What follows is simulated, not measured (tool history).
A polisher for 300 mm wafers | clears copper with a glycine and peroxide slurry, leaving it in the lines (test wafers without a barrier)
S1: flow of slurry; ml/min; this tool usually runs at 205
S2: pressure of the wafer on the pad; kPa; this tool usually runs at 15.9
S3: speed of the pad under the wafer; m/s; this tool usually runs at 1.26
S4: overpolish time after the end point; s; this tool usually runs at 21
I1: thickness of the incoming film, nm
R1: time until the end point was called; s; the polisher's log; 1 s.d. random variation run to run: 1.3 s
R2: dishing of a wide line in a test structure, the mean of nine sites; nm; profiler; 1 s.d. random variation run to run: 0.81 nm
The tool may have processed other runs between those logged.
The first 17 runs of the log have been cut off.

run    hour   S1    S2    S3  S4     I1     R1    R2
     1023.2  -- head pressure recalibrated
 18  1042.5  255  18.6  1.26  21  673.9  113.4    67
     1043.6  -- slurry nozzle cleaned
 19  1108.6  205  18.6  0.94  21  674.6  147.5  57.3
 20    1153  205  11.7  1.26  28  661.6  155.4  65.1
     1220.7  -- worn pad replaced by a new one
 21  1223.6  175  13.8  1.26  14  668.1  145.4  41.4
 22  1277.8  205  15.9  1.26  21  679.4  133.1  62.2
 23  1321.5  205  15.9  0.84  21  664.5  177.8  48.1
 24    1389  180  13.1  1.26  14  666.4  145.7  39.2
 25    1417  205  13.1  1.26  14    679  150.6  39.6
 26  1482.2  205  15.9  1.26  21  668.5  129.5  60.2
 27  1524.9  230  12.4  0.96  12  671.3    187  28.6
 28  1587.5  165  15.9  1.26  21  666.9  131.5  58.4
 29  1633.7  205  19.3  1.26  21  669.9  112.6  67.9
 30  1675.8  205  10.3  1.46  21  674.8  152.8  54.9
     1682.5  -- worn pad replaced by a new one
 31  1703.8  205  15.9  1.26  21  672.7  131.5  62.4
 32  1765.3  205  15.9  1.58  21  672.6  109.2  70.1
 33  1806.6  260  15.9  1.26  33    673  127.9  83.1
     1839.4  -- slurry nozzle cleaned
 34  1872.2  275  20.7  1.26  21  672.6  108.3  71.3
 35  1914.1  205  15.9  1.38  21  677.5    125  64.6

Predict each of these 3 candidate next runs independently; none follows another, all start after run 35:
  A  1914.6  205  15.9  1.26  21  672.3   ?   ?
  B  1914.6  205  15.9  0.94  11  672.3   ?   ?
  C  1914.6  205  15.9  1.26  27  672.3   ?   ?

run     R1    R2
  A  130.2  62.1
  B  164.8    30
  C  130.2  74.4
Had the tool no hidden state, the same runs would have come out as:
run     R1    R2
  A  127.4  63.2
  B  161.4  30.6
  C  127.4  75.6
